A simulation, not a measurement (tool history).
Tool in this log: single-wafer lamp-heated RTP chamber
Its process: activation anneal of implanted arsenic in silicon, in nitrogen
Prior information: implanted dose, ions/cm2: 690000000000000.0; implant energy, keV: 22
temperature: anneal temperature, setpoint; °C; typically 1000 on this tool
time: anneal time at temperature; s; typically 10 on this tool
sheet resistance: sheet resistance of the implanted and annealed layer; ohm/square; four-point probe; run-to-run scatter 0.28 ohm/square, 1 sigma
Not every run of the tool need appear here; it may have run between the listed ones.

run	hour	temperature	time	read-back reference wafer on the same gauge, sheet resistance	sheet resistance
1	0.0	1007	10	147.00	176.93
# hour 24.5: reflector plate cleaned
2	71.4	1007	10	146.97	178.24
3	113.1	1007	10	147.08	178.21
4	158.2	1016	12	147.03	174.70
5	256.4	1016	12	147.02	173.74
6	297.1	1016	12	147.07	173.32
# hour 383.0: pyrometer window cleaned and pyrometer calibrated
7	383.5	1000	10	147.00	179.03
8	459.1	1000	10	146.99	178.14
# hour 514.8: reflector plate cleaned
9	549.0	1000	10	146.95	179.11
10	653.3	1017	5	146.96	180.17
11	724.7	978	6	146.89	184.85
# hour 780.6: pyrometer window cleaned and pyrometer calibrated
12	794.3	978	6	147.00	186.15
13	860.2	1011	7	146.98	179.16
# hour 931.5: gauge calibrated
14	950.7	1000	10	147.03	177.58
# hour 979.6: reflector plate cleaned
# hour 1214.9: pyrometer window cleaned and pyrometer calibrated
15	1222.7	982	4	146.99	188.68
16	1302.1	978	6	146.98	185.98
17	1355.5	1018	6	147.05	179.32
# hour 1412.9: reflector plate cleaned
18	1462.6	1000	10	147.01	178.95
19	1512.0	1019	8	147.04	176.71
# hour 1608.0: pyrometer window cleaned and pyrometer calibrated
20	1619.3	974	16	147.10	181.05
21	1663.3	1011	7	146.98	179.94
22	1742.8	1017	14	147.06	173.41
23	1783.3	970	13	147.03	181.16
# hour 1824.5: reflector plate cleaned
24	1884.6	1024	7	147.02	177.29
25	1924.5	970	5	146.95	188.28
26	1997.6	1009	5	146.97	180.99
# hour 2019.8: pyrometer window cleaned and pyrometer calibrated
27	2047.6	981	15	147.04	179.88
28	2139.9	1021	6	147.03	178.68

Here are 4 independent what-if runs from the current tool condition. What would each one return?
A	2140.3	1016	10	?	?
B	2140.3	976	5	?	?
C	2140.3	1022	16	?	?
D	2140.3	1008	7	?	?

run	read-back reference wafer on the same gauge, sheet resistance	sheet resistance
A	147.01	175.94
B	147.01	187.52
C	147.01	171.45
D	147.01	179.78
What these runs would have given with no unlogged condition in the tool:
run	sheet resistance
A	177.90
B	189.12
C	173.44
D	181.80

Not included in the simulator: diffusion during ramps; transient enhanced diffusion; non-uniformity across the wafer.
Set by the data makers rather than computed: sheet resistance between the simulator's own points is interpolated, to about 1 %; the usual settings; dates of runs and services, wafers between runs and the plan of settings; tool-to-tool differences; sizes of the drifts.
